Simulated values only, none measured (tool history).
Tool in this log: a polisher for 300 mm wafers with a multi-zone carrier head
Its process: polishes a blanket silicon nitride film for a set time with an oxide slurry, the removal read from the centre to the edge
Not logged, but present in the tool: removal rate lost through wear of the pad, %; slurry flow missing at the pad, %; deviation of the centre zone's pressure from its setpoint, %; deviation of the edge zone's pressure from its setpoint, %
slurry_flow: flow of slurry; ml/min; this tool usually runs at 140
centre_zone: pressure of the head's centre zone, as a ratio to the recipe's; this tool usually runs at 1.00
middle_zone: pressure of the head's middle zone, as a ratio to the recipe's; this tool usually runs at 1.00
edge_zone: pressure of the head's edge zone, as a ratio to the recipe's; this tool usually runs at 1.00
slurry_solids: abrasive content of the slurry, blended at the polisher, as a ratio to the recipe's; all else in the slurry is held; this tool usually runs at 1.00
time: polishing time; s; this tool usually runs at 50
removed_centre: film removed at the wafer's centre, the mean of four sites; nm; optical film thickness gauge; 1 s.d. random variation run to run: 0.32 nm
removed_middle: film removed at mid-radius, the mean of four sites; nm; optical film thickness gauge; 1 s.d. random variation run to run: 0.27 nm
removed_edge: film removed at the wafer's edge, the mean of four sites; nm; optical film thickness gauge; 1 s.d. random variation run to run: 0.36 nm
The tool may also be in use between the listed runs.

| run | day | slurry_flow | centre_zone | middle_zone | edge_zone | slurry_solids | time | wafers since the last listed run | wafers polished on this pad | hours since the slurry nozzle was cleaned | hours since the centre zone pressure was calibrated | hours since the edge zone pressure was calibrated | hours since the carrier head's membrane was replaced | incoming thickness of the incoming film, nm | removed_centre | removed_middle | removed_edge |
|---|---|---|---|---|---|---|---|---|---|---|---|---|---|---|---|---|---|
| 1 | 0.000 | 140 | 1.00 | 1.00 | 0.91 | 1.00 | 50 | 0 | 126 | 178.1 | 210.9 | 247.8 | 1006.0 | 264.4 | 37.9 | 38.6 | 37.4 |
| 2 | 0.938 | 140 | 1.00 | 1.00 | 1.00 | 1.00 | 54 | 201 | 327 | 200.6 | 233.4 | 270.3 | 1028.5 | 257.6 | 39.7 | 41.6 | 41.5 |
| 3 | 1.583 | 140 | 1.00 | 1.00 | 1.00 | 1.00 | 50 | 138 | 466 | 216.1 | 248.9 | 285.8 | 1044.0 | 259.9 | 37.3 | 38.7 | 38.1 |
| 4 | 2.571 | 140 | 1.00 | 1.00 | 1.00 | 1.00 | 50 | 212 | 678 | 239.8 | 272.6 | 309.5 | 1067.7 | 257.2 | 37.5 | 38.5 | 38.6 |
| 5 | 3.342 | 140 | 1.00 | 1.00 | 1.00 | 1.00 | 50 | 165 | 843 | 258.3 | 291.1 | 328.0 | 1086.2 | 254.9 | 37.3 | 38.4 | 38.5 |
|  | 4.171 | worn pad replaced by a new one |
| 6 | 4.833 | 140 | 1.00 | 1.00 | 1.00 | 1.00 | 50 | 284 | 142 | 294.1 | 326.9 | 363.8 | 1122.0 | 257.4 | 37.3 | 38.9 | 38.1 |
|  | 5.229 | carrier head's membrane replaced by a new one |
| 7 | 5.396 | 140 | 1.00 | 1.00 | 1.00 | 1.00 | 50 | 76 | 218 | 307.6 | 340.4 | 377.3 | 4.0 | 255.2 | 36.8 | 38.7 | 38.1 |
| 8 | 6.225 | 140 | 0.97 | 1.00 | 1.00 | 1.00 | 50 | 178 | 396 | 327.5 | 360.3 | 397.2 | 23.9 | 265.4 | 35.9 | 38.5 | 38.4 |
| 9 | 7.100 | 140 | 0.97 | 1.00 | 1.00 | 1.00 | 50 | 187 | 584 | 348.5 | 381.3 | 418.2 | 44.9 | 261.0 | 35.9 | 38.7 | 38.7 |
| 10 | 8.083 | 140 | 1.00 | 1.00 | 1.00 | 1.00 | 50 | 211 | 796 | 372.1 | 404.9 | 441.8 | 68.5 | 259.5 | 36.8 | 37.8 | 37.9 |
|  | 8.683 | worn pad replaced by a new one |
| 11 | 8.704 | 140 | 1.00 | 1.00 | 1.00 | 0.85 | 50 | 97 | 4 | 387.0 | 419.8 | 456.7 | 83.4 | 255.5 | 34.3 | 35.3 | 35.3 |
| 12 | 9.192 | 140 | 1.00 | 1.00 | 1.00 | 1.00 | 50 | 104 | 108 | 398.7 | 431.5 | 468.4 | 95.1 | 262.4 | 36.6 | 38.8 | 38.6 |
| 13 | 9.904 | 90 | 1.00 | 1.00 | 1.00 | 1.00 | 50 | 153 | 261 | 415.8 | 448.6 | 485.5 | 112.2 | 262.4 | 32.0 | 33.6 | 35.1 |
| 14 | 11.275 | 140 | 1.00 | 1.00 | 1.00 | 1.00 | 50 | 294 | 556 | 448.7 | 481.5 | 518.4 | 145.1 | 257.8 | 36.6 | 38.6 | 38.2 |
| 15 | 12.500 | 140 | 1.00 | 1.00 | 1.00 | 1.00 | 50 | 263 | 819 | 478.1 | 510.9 | 547.8 | 174.5 | 263.2 | 36.2 | 38.3 | 38.6 |
|  | 12.625 | centre zone pressure recalibrated |
|  | 12.883 | worn pad replaced by a new one |
| 16 | 13.175 | 140 | 1.09 | 1.00 | 1.05 | 1.00 | 50 | 91 | 62 | 494.3 | 13.2 | 564.0 | 190.7 | 257.1 | 43.4 | 38.1 | 38.8 |
|  | 13.304 | slurry nozzle cleaned |
| 17 | 14.038 | 140 | 1.07 | 1.09 | 1.00 | 0.80 | 37 | 176 | 239 | 17.6 | 33.9 | 584.7 | 211.4 | 260.4 | 28.1 | 27.4 | 25.6 |
|  | 14.333 | edge zone pressure recalibrated |
| 18 | 15.292 | 185 | 0.90 | 1.00 | 1.10 | 0.85 | 50 | 251 | 490 | 47.7 | 64.0 | 23.0 | 241.5 | 256.0 | 34.9 | 37.0 | 38.3 |
| 19 | 16.362 | 140 | 1.00 | 1.00 | 1.00 | 1.00 | 36 | 230 | 720 | 73.4 | 89.7 | 48.7 | 267.2 | 259.0 | 28.1 | 27.8 | 27.8 |
| 20 | 17.721 | 140 | 0.88 | 1.09 | 1.00 | 1.00 | 68 | 291 | 1012 | 106.0 | 122.3 | 81.3 | 299.8 | 260.2 | 46.9 | 56.4 | 52.3 |
|  | 18.042 | worn pad replaced by a new one |
| 21 | 18.396 | 140 | 0.97 | 1.06 | 1.08 | 1.00 | 62 | 109 | 76 | 122.2 | 138.5 | 97.5 | 316.0 | 257.4 | 46.2 | 49.6 | 49.2 |
| 22 | 19.575 | 140 | 1.00 | 1.11 | 1.05 | 0.80 | 43 | 253 | 329 | 150.5 | 166.8 | 125.8 | 344.3 | 258.7 | 28.5 | 32.6 | 30.4 |

Forecast each of these 4 alternatives for the next run:
| A | 19.592 | 140 | 1.00 | 1.00 | 0.96 | 1.00 | 50 | 3 | 333 | 150.9 | 167.2 | 126.2 | 344.7 | 261.9 | ? | ? | ? |
| B | 19.592 | 175 | 1.05 | 1.00 | 0.94 | 1.00 | 50 | 3 | 333 | 150.9 | 167.2 | 126.2 | 344.7 | 261.9 | ? | ? | ? |
| C | 19.592 | 105 | 1.00 | 0.90 | 1.00 | 0.70 | 50 | 3 | 333 | 150.9 | 167.2 | 126.2 | 344.7 | 261.9 | ? | ? | ? |
| D | 19.592 | 140 | 1.07 | 1.00 | 0.94 | 0.70 | 50 | 3 | 333 | 150.9 | 167.2 | 126.2 | 344.7 | 261.9 | ? | ? | ? |

| run | removed_centre | removed_middle | removed_edge |
|---|---|---|---|
| A | 38.6 | 38.1 | 37.5 |
| B | 42.2 | 39.8 | 38.4 |
| C | 29.2 | 26.8 | 30.0 |
| D | 33.8 | 31.6 | 30.8 |
Had the tool no hidden state, the same runs would have come out as:
| run | removed_centre | removed_middle | removed_edge |
|---|---|---|---|
| A | 40.7 | 38.1 | 37.5 |
| B | 44.5 | 39.8 | 38.4 |
| C | 30.8 | 26.8 | 30.0 |
| D | 35.6 | 31.5 | 30.8 |
